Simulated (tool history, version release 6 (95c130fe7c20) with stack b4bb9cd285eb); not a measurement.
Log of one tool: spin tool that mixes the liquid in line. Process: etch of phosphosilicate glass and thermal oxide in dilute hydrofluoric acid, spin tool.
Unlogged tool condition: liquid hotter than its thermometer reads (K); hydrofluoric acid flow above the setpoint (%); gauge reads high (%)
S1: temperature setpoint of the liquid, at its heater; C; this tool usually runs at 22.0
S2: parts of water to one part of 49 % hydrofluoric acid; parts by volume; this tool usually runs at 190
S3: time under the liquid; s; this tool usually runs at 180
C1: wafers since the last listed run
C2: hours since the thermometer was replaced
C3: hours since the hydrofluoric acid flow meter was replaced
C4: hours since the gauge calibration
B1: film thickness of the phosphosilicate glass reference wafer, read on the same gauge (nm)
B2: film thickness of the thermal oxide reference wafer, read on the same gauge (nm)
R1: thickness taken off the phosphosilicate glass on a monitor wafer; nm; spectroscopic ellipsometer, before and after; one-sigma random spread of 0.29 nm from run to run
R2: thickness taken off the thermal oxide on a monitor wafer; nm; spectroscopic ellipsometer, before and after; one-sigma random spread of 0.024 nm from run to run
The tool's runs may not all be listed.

run	hour	S1	S2	S3	C1	C2	C3	C4	B1	B2	R1	R2
1	0.0	22.0	190	180	0	2546.8	365.8	132.5	110.00	139.983	50.50	3.534
2	12.1	22.0	190	180	93	2558.9	377.9	144.6	109.99	139.961	50.71	3.539
3	24.0	22.0	190	180	92	2570.8	389.8	156.5	109.98	139.978	50.57	3.583
4	37.7	22.0	190	215	105	2584.5	403.5	170.2	110.03	139.960	60.04	4.309
5	45.2	22.0	190	215	58	2592.0	411.0	177.7	110.00	140.057	60.14	4.299
6	60.1	22.0	190	180	115	2606.9	425.9	192.6	110.03	139.989	50.37	3.606
7	72.8	18.5	190	245	98	2619.6	438.6	205.3	109.98	139.994	60.14	4.299
8	90.5	24.0	240	220	136	2637.3	456.3	223.0	110.01	139.972	50.44	3.544
9	104.1	20.0	100	95	105	2650.9	469.9	236.6	109.99	139.981	51.90	3.673
10	111.4	17.5	145	180	56	2658.2	477.2	243.9	109.99	139.990	58.48	4.178
# hour 122.2: hydrofluoric acid flow meter replaced
11	122.7	24.0	250	255	79	2669.5	0.5	255.2	110.00	139.951	52.04	3.718
12	136.7	22.0	260	260	108	2683.5	14.5	269.2	109.99	140.047	47.42	3.341
13	146.0	22.0	190	130	71	2692.8	23.8	278.5	110.01	140.006	34.67	2.423
14	158.1	22.0	190	180	93	2704.9	35.9	290.6	110.02	139.994	47.73	3.370
# hour 165.2: thermometer replaced
15	171.4	18.5	190	180	95	6.2	49.2	303.9	110.01	140.002	41.62	2.967
16	178.4	25.0	280	180	54	13.2	56.2	310.9	109.98	140.003	33.35	2.368
# hour 185.2: gauge calibrated
17	193.1	22.0	190	215	113	27.9	70.9	7.9	110.01	140.023	57.59	4.068
18	202.4	20.5	135	145	71	37.2	80.2	17.2	109.99	140.023	55.50	3.882
19	216.9	22.0	190	180	112	51.7	94.7	31.7	110.00	140.001	48.28	3.401
20	227.3	22.0	190	180	80	62.1	105.1	42.1	110.01	140.022	48.73	3.401
21	244.1	25.5	145	225	129	78.9	121.9	58.9	109.98	140.001	96.41	6.766
22	254.9	26.5	225	275	83	89.7	132.7	69.7	109.99	140.020	71.76	5.043
23	289.7	25.5	240	180	269	124.5	167.5	104.5	110.01	140.016	42.54	2.977
24	305.6	22.0	190	180	123	140.4	183.4	120.4	110.02	140.010	49.03	3.436
25	313.5	22.0	190	180	61	148.3	191.3	128.3	109.99	140.008	49.08	3.452
26	322.6	22.0	230	275	70	157.4	200.4	137.4	109.97	139.942	59.92	4.220
27	337.2	22.0	220	270	112	172.0	215.0	152.0	109.99	139.994	62.24	4.386

What was the tool's hidden state at every run in the log?
liquid hotter than its thermometer reads (K): 0 across all the runs
gauge reads high (%): 0 across all the runs
H1: hydrofluoric acid flow above the setpoint (%)
run	H1
1	5.23
2	5.37
3	5.52
4	5.68
5	5.78
6	5.96
7	6.11
8	6.33
9	6.49
10	6.58
11	0.734
12	0.905
13	1.02
14	1.16
15	1.33
16	1.41
17	1.59
18	1.7
19	1.88
20	2.01
21	2.21
22	2.34
23	2.77
24	2.96
25	3.06
26	3.17
27	3.34

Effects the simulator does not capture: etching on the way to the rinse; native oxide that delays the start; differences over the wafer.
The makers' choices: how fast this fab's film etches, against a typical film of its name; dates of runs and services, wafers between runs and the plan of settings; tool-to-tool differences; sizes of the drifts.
